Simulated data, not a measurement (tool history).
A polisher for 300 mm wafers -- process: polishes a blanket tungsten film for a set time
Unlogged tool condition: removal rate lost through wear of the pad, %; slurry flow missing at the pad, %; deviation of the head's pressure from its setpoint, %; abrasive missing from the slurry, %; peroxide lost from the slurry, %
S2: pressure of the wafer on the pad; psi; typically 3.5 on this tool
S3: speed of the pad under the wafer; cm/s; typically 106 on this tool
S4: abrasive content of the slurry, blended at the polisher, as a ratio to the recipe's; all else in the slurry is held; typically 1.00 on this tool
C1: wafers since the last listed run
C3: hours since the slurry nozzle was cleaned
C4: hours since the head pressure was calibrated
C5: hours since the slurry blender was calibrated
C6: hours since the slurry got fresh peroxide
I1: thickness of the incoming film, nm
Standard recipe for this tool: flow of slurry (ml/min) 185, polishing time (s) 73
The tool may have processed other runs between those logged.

run 1 hour=0.0 | flow_of_slurry_(ml/min)=185 S2=4.1 S3=90 S4=1.00 polishing_time_(s)=73 | C1=0 wafers_polished_on_this_pad=2978 C3=83.2 C4=517.1 C5=385.2 C6=730.8 | I1=1281.9 | film_removed_(angstrom)=3761
run 2 hour=49.0 | flow_of_slurry_(ml/min)=185 S2=4.0 S3=106 S4=1.00 polishing_time_(s)=73 | C1=451 wafers_polished_on_this_pad=3429 C3=132.2 C4=566.1 C5=434.2 C6=779.8 | I1=1274.0 | film_removed_(angstrom)=4183
-- hour=76.9 slurry tank refilled with fresh slurry and peroxide
run 3 hour=142.9 | flow_of_slurry_(ml/min)=185 S2=3.8 S3=68 S4=0.85 polishing_time_(s)=54 | C1=855 wafers_polished_on_this_pad=4284 C3=226.1 C4=660.0 C5=528.1 C6=66.0 | I1=1291.1 | film_removed_(angstrom)=1966
-- hour=159.6 head pressure recalibrated
run 4 hour=243.8 | flow_of_slurry_(ml/min)=250 S2=2.6 S3=106 S4=1.00 polishing_time_(s)=73 | C1=910 wafers_polished_on_this_pad=5195 C3=327.0 C4=84.2 C5=629.0 C6=166.9 | I1=1279.7 | film_removed_(angstrom)=3281
-- hour=346.3 slurry blender recalibrated
run 5 hour=376.6 | flow_of_slurry_(ml/min)=185 S2=3.5 S3=106 S4=1.00 polishing_time_(s)=84 | C1=1204 wafers_polished_on_this_pad=6399 C3=459.8 C4=217.0 C5=30.3 C6=299.7 | I1=1256.6 | film_removed_(angstrom)=4060
run 6 hour=442.0 | flow_of_slurry_(ml/min)=185 S2=4.6 S3=118 S4=1.00 polishing_time_(s)=73 | C1=602 wafers_polished_on_this_pad=7002 C3=525.2 C4=282.4 C5=95.7 C6=365.1 | I1=1255.7 | film_removed_(angstrom)=4551
-- hour=494.4 worn pad replaced by a new one
run 7 hour=546.7 | flow_of_slurry_(ml/min)=185 S2=3.1 S3=106 S4=1.00 polishing_time_(s)=61 | C1=927 wafers_polished_on_this_pad=481 C3=629.9 C4=387.1 C5=200.4 C6=469.8 | I1=1296.3 | film_removed_(angstrom)=3111
run 8 hour=637.1 | flow_of_slurry_(ml/min)=185 S2=3.5 S3=106 S4=1.00 polishing_time_(s)=73 | C1=832 wafers_polished_on_this_pad=1314 C3=720.3 C4=477.5 C5=290.8 C6=560.2 | I1=1262.5 | film_removed_(angstrom)=3901
-- hour=661.8 slurry nozzle cleaned
run 9 hour=710.0 | flow_of_slurry_(ml/min)=185 S2=4.5 S3=106 S4=1.10 polishing_time_(s)=73 | C1=662 wafers_polished_on_this_pad=1976 C3=48.2 C4=550.4 C5=363.7 C6=633.1 | I1=1285.2 | film_removed_(angstrom)=4775
-- hour=786.5 slurry tank refilled with fresh slurry and peroxide
run 10 hour=811.7 | flow_of_slurry_(ml/min)=185 S2=3.5 S3=106 S4=0.90 polishing_time_(s)=93 | C1=927 wafers_polished_on_this_pad=2903 C3=149.9 C4=652.1 C5=465.4 C6=25.2 | I1=1251.5 | film_removed_(angstrom)=4812
-- hour=831.5 head pressure recalibrated
run 11 hour=888.9 | flow_of_slurry_(ml/min)=185 S2=3.5 S3=106 S4=0.70 polishing_time_(s)=73 | C1=692 wafers_polished_on_this_pad=3596 C3=227.1 C4=57.4 C5=542.6 C6=102.4 | I1=1269.6 | film_removed_(angstrom)=3531
run 12 hour=952.1 | flow_of_slurry_(ml/min)=185 S2=3.5 S3=106 S4=1.00 polishing_time_(s)=73 | C1=581 wafers_polished_on_this_pad=4178 C3=290.3 C4=120.6 C5=605.8 C6=165.6 | I1=1293.0 | film_removed_(angstrom)=3822
-- hour=973.9 slurry blender recalibrated
run 13 hour=1032.3 | flow_of_slurry_(ml/min)=185 S2=3.5 S3=130 S4=1.00 polishing_time_(s)=73 | C1=720 wafers_polished_on_this_pad=4898 C3=370.5 C4=200.8 C5=58.4 C6=245.8 | I1=1262.9 | film_removed_(angstrom)=4351
run 14 hour=1117.8 | flow_of_slurry_(ml/min)=185 S2=3.5 S3=106 S4=1.10 polishing_time_(s)=60 | C1=787 wafers_polished_on_this_pad=5685 C3=456.0 C4=286.3 C5=143.9 C6=331.3 | I1=1285.3 | film_removed_(angstrom)=3000
run 15 hour=1157.6 | flow_of_slurry_(ml/min)=240 S2=3.5 S3=90 S4=0.70 polishing_time_(s)=73 | C1=366 wafers_polished_on_this_pad=6052 C3=495.8 C4=326.1 C5=183.7 C6=371.1 | I1=1252.7 | film_removed_(angstrom)=3009
-- hour=1224.7 worn pad replaced by a new one
run 16 hour=1225.2 | flow_of_slurry_(ml/min)=135 S2=3.5 S3=106 S4=0.75 polishing_time_(s)=73 | C1=585 wafers_polished_on_this_pad=4 C3=563.4 C4=393.7 C5=251.3 C6=438.7 | I1=1276.8 | film_removed_(angstrom)=3407
run 17 hour=1310.3 | flow_of_slurry_(ml/min)=185 S2=4.2 S3=106 S4=1.00 polishing_time_(s)=73 | C1=783 wafers_polished_on_this_pad=788 C3=648.5 C4=478.8 C5=336.4 C6=523.8 | I1=1254.5 | film_removed_(angstrom)=4306
run 18 hour=1349.0 | flow_of_slurry_(ml/min)=185 S2=3.5 S3=106 S4=0.75 polishing_time_(s)=73 | C1=356 wafers_polished_on_this_pad=1144 C3=687.2 C4=517.5 C5=375.1 C6=562.5 | I1=1261.9 | film_removed_(angstrom)=3675
run 19 hour=1416.2 | flow_of_slurry_(ml/min)=170 S2=3.5 S3=106 S4=1.00 polishing_time_(s)=93 | C1=618 wafers_polished_on_this_pad=1763 C3=754.4 C4=584.7 C5=442.3 C6=629.7 | I1=1265.0 | film_removed_(angstrom)=4888
-- hour=1436.8 slurry nozzle cleaned
-- hour=1462.7 head pressure recalibrated
run 20 hour=1477.5 | flow_of_slurry_(ml/min)=185 S2=3.5 S3=106 S4=1.00 polishing_time_(s)=73 | C1=536 wafers_polished_on_this_pad=2300 C3=40.7 C4=14.8 C5=503.6 C6=691.0 | I1=1268.0 | film_removed_(angstrom)=3817
-- hour=1495.2 slurry tank refilled with fresh slurry and peroxide
run 21 hour=1571.9 | flow_of_slurry_(ml/min)=130 S2=3.0 S3=74 S4=1.30 polishing_time_(s)=73 | C1=860 wafers_polished_on_this_pad=3160 C3=135.1 C4=109.2 C5=598.0 C6=76.7 | I1=1260.7 | film_removed_(angstrom)=2532
run 22 hour=1671.2 | flow_of_slurry_(ml/min)=185 S2=3.5 S3=106 S4=1.15 polishing_time_(s)=60 | C1=914 wafers_polished_on_this_pad=4074 C3=234.4 C4=208.5 C5=697.3 C6=176.0 | I1=1261.2 | film_removed_(angstrom)=3179
-- hour=1739.2 slurry blender recalibrated
run 23 hour=1744.0 | flow_of_slurry_(ml/min)=185 S2=3.5 S3=106 S4=1.00 polishing_time_(s)=73 | C1=651 wafers_polished_on_this_pad=4726 C3=307.2 C4=281.3 C5=4.8 C6=248.8 | I1=1261.5 | film_removed_(angstrom)=3671
run 24 hour=1821.4 | flow_of_slurry_(ml/min)=160 S2=4.1 S3=106 S4=1.10 polishing_time_(s)=52 | C1=712 wafers_polished_on_this_pad=5439 C3=384.6 C4=358.7 C5=82.2 C6=326.2 | I1=1295.3 | film_removed_(angstrom)=2792
-- hour=1842.2 worn pad replaced by a new one
run 25 hour=1876.3 | flow_of_slurry_(ml/min)=185 S2=2.5 S3=106 S4=1.10 polishing_time_(s)=62 | C1=468 wafers_polished_on_this_pad=314 C3=439.5 C4=413.6 C5=137.1 C6=381.1 | I1=1262.2 | film_removed_(angstrom)=2752

Results for each run, recomputed without the tool's hidden state and with each run's random variation untouched:
run=1 film_removed_(angstrom)=3883
run=2 film_removed_(angstrom)=4355
run=3 film_removed_(angstrom)=2087
run=4 film_removed_(angstrom)=3577
run=5 film_removed_(angstrom)=4625
run=6 film_removed_(angstrom)=5320
run=7 film_removed_(angstrom)=3139
run=8 film_removed_(angstrom)=3953
run=9 film_removed_(angstrom)=4869
run=10 film_removed_(angstrom)=4971
run=11 film_removed_(angstrom)=3697
run=12 film_removed_(angstrom)=4055
run=13 film_removed_(angstrom)=4710
run=14 film_removed_(angstrom)=3332
run=15 film_removed_(angstrom)=3387
run=16 film_removed_(angstrom)=3488
run=17 film_removed_(angstrom)=4416
run=18 film_removed_(angstrom)=3776
run=19 film_removed_(angstrom)=5049
run=20 film_removed_(angstrom)=3969
run=21 film_removed_(angstrom)=2669
run=22 film_removed_(angstrom)=3419
run=23 film_removed_(angstrom)=4018
run=24 film_removed_(angstrom)=3126
run=25 film_removed_(angstrom)=2827
